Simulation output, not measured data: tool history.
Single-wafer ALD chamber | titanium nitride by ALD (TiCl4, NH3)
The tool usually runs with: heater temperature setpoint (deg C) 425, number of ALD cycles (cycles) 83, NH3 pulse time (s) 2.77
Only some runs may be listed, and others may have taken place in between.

| run | hour | heater temperature setpoint (deg C) | number of ALD cycles (cycles) | NH3 pulse time (s) | read-back reference wafer on the same gauge, thickness_nm | mean film thickness on the monitor wafer (Å) |
|---|---|---|---|---|---|---|
| 1 | 0 | 425 | 83 | 2.77 | 2.247 | 21.09 |
| 2 | 63.9 | 425 | 83 | 2.77 | 2.242 | 21.18 |
| 3 | 106 | 425 | 83 | 2.77 | 2.239 | 21.25 |
|  | 129.5 | gauge calibrated |
| 4 | 172.5 | 417 | 83 | 3.09 | 2.176 | 20.75 |
| 5 | 207 | 417 | 83 | 3.09 | 2.184 | 20.63 |
| 6 | 250.6 | 425 | 88 | 2.77 | 2.183 | 21.81 |
| 7 | 282.7 | 425 | 88 | 2.77 | 2.187 | 21.93 |
| 8 | 326.5 | 425 | 88 | 2.77 | 2.19 | 21.83 |
| 9 | 511.5 | 425 | 91 | 2.77 | 2.203 | 22.71 |
| 10 | 561.1 | 425 | 91 | 2.77 | 2.208 | 22.81 |
| 11 | 588.5 | 425 | 83 | 3.65 | 2.209 | 21.12 |
| 12 | 649.2 | 425 | 83 | 3.65 | 2.214 | 21 |
|  | 671.4 | showerhead replaced |
| 13 | 720.8 | 425 | 83 | 2.77 | 2.209 | 20.89 |
| 14 | 756.8 | 425 | 96 | 2.48 | 2.214 | 24 |
| 15 | 813 | 425 | 96 | 2.48 | 2.223 | 24.13 |
| 16 | 871.6 | 425 | 96 | 2.48 | 2.216 | 24.03 |
| 17 | 908.1 | 425 | 83 | 2.77 | 2.221 | 20.84 |
| 18 | 970.9 | 425 | 83 | 2.77 | 2.221 | 20.99 |
| 19 | 1032.7 | 425 | 83 | 2.77 | 2.223 | 21 |
| 20 | 1067.3 | 436 | 95 | 3.06 | 2.225 | 24.04 |
| 21 | 1101.1 | 418 | 71 | 1.91 | 2.228 | 17.57 |
| 22 | 1151.4 | 432 | 76 | 2.77 | 2.227 | 19.25 |
| 23 | 1348.4 | 425 | 67 | 1.85 | 2.233 | 16.56 |
|  | 1376.8 | thermocouple changed; heater temperature recalibrated |
| 24 | 1408.2 | 430 | 70 | 2.77 | 2.232 | 17.78 |
| 25 | 1464.6 | 425 | 88 | 2.77 | 2.231 | 22.45 |
| 26 | 1506.2 | 437 | 68 | 2.77 | 2.233 | 17.24 |
| 27 | 1568.6 | 410 | 83 | 2.77 | 2.238 | 21.03 |
| 28 | 1647.7 | 431 | 94 | 3.42 | 2.232 | 24.03 |
|  | 1677.6 | gauge calibrated |
| 29 | 1691.1 | 425 | 83 | 1.85 | 2.174 | 19.99 |
| 30 | 1738.9 | 425 | 95 | 3.18 | 2.181 | 23.59 |
| 31 | 1783.4 | 432 | 71 | 3.62 | 2.186 | 17.64 |
| 32 | 1839.1 | 425 | 83 | 2.77 | 2.191 | 20.72 |
| 33 | 1865.7 | 425 | 93 | 3.74 | 2.195 | 23.4 |
| 34 | 1927.7 | 425 | 83 | 3.7 | 2.199 | 20.87 |
| 35 | 1953.2 | 410 | 83 | 3.16 | 2.204 | 20.76 |
| 36 | 2003.2 | 425 | 95 | 2.77 | 2.205 | 23.86 |
| 37 | 2061.8 | 425 | 96 | 2.48 | 2.208 | 23.85 |
| 38 | 2110.2 | 418 | 89 | 3.59 | 2.213 | 22.6 |
| 39 | 2151.9 | 425 | 77 | 2.24 | 2.216 | 19.1 |
| 40 | 2176.9 | 420 | 75 | 2.31 | 2.215 | 18.67 |

State the hidden condition of the tool at each of the runs:
wafer temperature above the value expected at the setpoint (K): 0, the same for each run
H1: gauge reads high (%)
| run | H1 |
|---|---|
| 1 | 3.27 |
| 2 | 3.29 |
| 3 | 3.3 |
| 4 | 0.214 |
| 5 | 0.386 |
| 6 | 0.589 |
| 7 | 0.728 |
| 8 | 0.907 |
| 9 | 1.53 |
| 10 | 1.66 |
| 11 | 1.73 |
| 12 | 1.88 |
| 13 | 2.03 |
| 14 | 2.1 |
| 15 | 2.2 |
| 16 | 2.29 |
| 17 | 2.35 |
| 18 | 2.43 |
| 19 | 2.51 |
| 20 | 2.54 |
| 21 | 2.58 |
| 22 | 2.63 |
| 23 | 2.79 |
| 24 | 2.82 |
| 25 | 2.86 |
| 26 | 2.88 |
| 27 | 2.91 |
| 28 | 2.94 |
| 29 | 0.245 |
| 30 | 0.492 |
| 31 | 0.705 |
| 32 | 0.949 |
| 33 | 1.06 |
| 34 | 1.29 |
| 35 | 1.38 |
| 36 | 1.55 |
| 37 | 1.72 |
| 38 | 1.85 |
| 39 | 1.96 |
| 40 | 2.02 |
